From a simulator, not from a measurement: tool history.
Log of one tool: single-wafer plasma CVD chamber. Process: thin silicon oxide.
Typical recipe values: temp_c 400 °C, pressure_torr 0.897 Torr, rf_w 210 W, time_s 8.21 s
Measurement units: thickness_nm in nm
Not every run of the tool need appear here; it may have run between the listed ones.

run   hour  temp_c  pressure_torr  rf_w  time_s  wafers since the last listed run  hours since the last thermocouple change  hours since the last RF generator calibration  hours since the last manometer calibration  hours since the showerhead was replaced  hours since the gauge calibration  read-back reference wafer on the same gauge, thickness_nm  thickness_nm
  1    0.0     400          0.897   210    8.21                                 0                                    2661.0                                         2196.8                                      1401.9                                   3211.8                              136.3                                                     16.597        14.788
      39.7  -- thermocouple changed; heater temperature recalibrated
      51.2  -- capacitance manometer re-zeroed and calibrated
  2   51.5     400          0.957   210    8.21                               744                                      11.8                                         2248.3                                         0.3                                   3263.3                              187.8                                                     16.607        16.886
  3   63.2     407          0.897   210    7.82                               245                                      23.5                                         2260.0                                        12.0                                   3275.0                              199.5                                                     16.589        15.052
  4   79.0     407          0.897   210    7.82                               331                                      39.3                                         2275.8                                        27.8                                   3290.8                              215.3                                                     16.605        14.856
      91.5  -- showerhead replaced
  5   92.0     400          0.897   210    8.21                               104                                      52.3                                         2288.8                                        40.8                                      0.5                              228.3                                                     16.580        15.821
  6  104.6     400          0.897   210    8.21                               264                                      64.9                                         2301.4                                        53.4                                     13.1                              240.9                                                     16.613        15.764
  7  116.0     400          0.897   210    7.55                               238                                      76.3                                         2312.8                                        64.8                                     24.5                              252.3                                                     16.605        14.451
  8  126.5     400          0.897   210    7.55                               220                                      86.8                                         2323.3                                        75.3                                     35.0                              262.8                                                     16.600        14.459
  9  136.0     387          0.774   210    9.25                               199                                      96.3                                         2332.8                                        84.8                                     44.5                              272.3                                                     16.599        15.250
 10  148.3     400          0.897   210    8.21                               257                                     108.6                                         2345.1                                        97.1                                     56.8                              284.6                                                     16.602        15.667
 11  161.8     414          1.112   200    8.21                               282                                     122.1                                         2358.6                                       110.6                                     70.3                              298.1                                                     16.599        18.444
 12  179.3     393          1.091   180    9.78                               366                                     139.6                                         2376.1                                       128.1                                     87.8                              315.6                                                     16.592        21.365
 13  193.2     400          0.897   210    8.21                               291                                     153.5                                         2390.0                                       142.0                                    101.7                              329.5                                                     16.591        15.669
 14  202.9     412          0.897   170    6.63                               203                                     163.2                                         2399.7                                       151.7                                    111.4                              339.2                                                     16.613        12.082
     212.5  -- gauge calibrated
     215.7  -- RF generator calibrated
 15  218.3     395          1.047   190    8.21                               155                                     178.6                                            2.6                                       167.1                                    126.8                                5.8                                                     16.609        17.491
 16  230.7     400          0.897   210    8.21                               259                                     191.0                                           15.0                                       179.5                                    139.2                               18.2                                                     16.607        15.805
 17  238.4     413          0.753   210    7.07                               161                                     198.7                                           22.7                                       187.2                                    146.9                               25.9                                                     16.619        11.167
 18  252.3     400          0.897   210    8.21                               291                                     212.6                                           36.6                                       201.1                                    160.8                               39.8                                                     16.604        15.800
 19  266.1     412          0.897   235    9.15                               289                                     226.4                                           50.4                                       214.9                                    174.6                               53.6                                                     16.596        17.982
 20  278.4     394          0.897   210    9.15                               257                                     238.7                                           62.7                                       227.2                                    186.9                               65.9                                                     16.607        17.504
 21  295.2     400          0.965   180    8.21                               352                                     255.5                                           79.5                                       244.0                                    203.7                               82.7                                                     16.610        16.292

What will run 22 give?
 22  302.4     400          0.897   210    8.21                               150                                     262.7                                           86.7                                       251.2                                    210.9                               89.9                                                          ?             ?

{"run 22": {"read-back reference wafer on the same gauge, thickness_nm": 16.578, "thickness_nm": 15.682}}
With the hidden condition absent and the run-to-run variation left alone, this run would have shown thickness_nm 15.806 nm.
